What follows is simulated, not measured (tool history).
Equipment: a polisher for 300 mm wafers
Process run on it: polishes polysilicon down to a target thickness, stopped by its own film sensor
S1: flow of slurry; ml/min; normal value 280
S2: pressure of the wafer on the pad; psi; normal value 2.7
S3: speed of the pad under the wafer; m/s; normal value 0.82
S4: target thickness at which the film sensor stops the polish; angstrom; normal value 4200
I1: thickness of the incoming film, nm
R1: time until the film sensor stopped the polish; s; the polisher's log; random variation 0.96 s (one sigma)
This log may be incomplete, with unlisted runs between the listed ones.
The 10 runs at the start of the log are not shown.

run,hour,S1,S2,S3,S4,I1,R1
# hour 105.3: slurry nozzle cleaned
11,109.6,280,2.7,0.82,4200,826.2,70.8
12,122.6,280,2.7,0.82,4200,820.7,71.5
13,138.7,280,2.7,0.82,4200,819.0,71.9
14,148.8,310,1.9,0.64,3770,830.1,129.7
15,160.8,280,2.7,0.82,4200,824.3,69.8
16,169.0,280,3.3,0.96,4200,804.4,49.6
# hour 175.3: worn pad replaced by a new one
17,179.6,280,2.7,0.82,4200,812.4,69.1
18,195.2,215,3.0,1.08,3850,816.1,55.3
19,209.8,280,2.7,0.82,4200,823.5,71.4
20,219.8,280,2.2,1.10,4200,820.3,64.4
21,232.9,280,3.2,0.82,4200,822.8,62.7
# hour 241.9: head pressure recalibrated
22,246.7,280,2.7,0.82,4200,833.3,73.5

For run 23, what comes out?
23,262.9,360,3.4,0.82,4200,824.0,?

For run 23 the tool returned R1 59.5 s.
Without the tool's hidden state the same run would have given R1 59.5 s.
